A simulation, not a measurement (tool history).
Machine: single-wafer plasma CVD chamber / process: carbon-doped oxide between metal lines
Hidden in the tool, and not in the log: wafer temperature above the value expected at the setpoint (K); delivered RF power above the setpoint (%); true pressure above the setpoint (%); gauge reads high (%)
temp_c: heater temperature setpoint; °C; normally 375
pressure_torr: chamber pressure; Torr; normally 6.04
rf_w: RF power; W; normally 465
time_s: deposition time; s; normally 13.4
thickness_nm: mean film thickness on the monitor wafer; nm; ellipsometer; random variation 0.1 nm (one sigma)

run,hour,temp_c,pressure_torr,rf_w,time_s,wafers since the last listed run,hours since the last thermocouple change,hours since the last RF generator calibration,hours since the last manometer calibration,hours since the showerhead was replaced,hours since the gauge calibration,"read-back reference wafer on the same gauge, thickness_nm",thickness_nm
1,0.0,375,6.04,465,13.4,0,2149.1,2466.3,1833.0,5837.5,86.8,65.414,63.484
2,14.1,375,6.04,465,13.4,348,2163.2,2480.4,1847.1,5851.6,100.9,65.402,63.401
3,27.9,375,6.04,465,13.4,341,2177.0,2494.2,1860.9,5865.4,114.7,65.398,63.322
4,34.5,375,5.16,465,13.4,163,2183.6,2500.8,1867.5,5872.0,121.3,65.408,61.782
5,50.2,375,6.04,465,13.4,388,2199.3,2516.5,1883.2,5887.7,137.0,65.411,63.405
# hour 69.3: RF generator calibrated
# hour 77.3: gauge calibrated
6,87.7,375,5.32,465,13.4,729,2236.8,18.4,1920.7,5925.2,10.4,65.395,65.525
7,103.6,375,6.04,465,13.4,393,2252.7,34.3,1936.6,5941.1,26.3,65.422,66.633
8,116.0,375,6.04,465,13.4,306,2265.1,46.7,1949.0,5953.5,38.7,65.397,66.592
# hour 130.5: showerhead replaced
9,131.0,375,6.04,465,13.4,173,2280.1,61.7,1964.0,0.5,53.7,65.411,66.488
10,137.9,375,6.04,465,13.4,170,2287.0,68.6,1970.9,7.4,60.6,65.396,66.444
# hour 152.1: thermocouple changed; heater temperature recalibrated
11,152.6,381,7.46,405,13.4,165,0.5,83.3,1985.6,22.1,75.3,65.408,59.562

Predict the results of run 12:
12,163.8,375,6.04,465,13.4,276,11.7,94.5,1996.8,33.3,86.5,?,?

Run 12 came out at read-back reference wafer on the same gauge, thickness_nm 65.395, thickness_nm 66.524 nm.
The same run, on a tool lacking any hidden state, would have yielded thickness_nm 68.254 nm.

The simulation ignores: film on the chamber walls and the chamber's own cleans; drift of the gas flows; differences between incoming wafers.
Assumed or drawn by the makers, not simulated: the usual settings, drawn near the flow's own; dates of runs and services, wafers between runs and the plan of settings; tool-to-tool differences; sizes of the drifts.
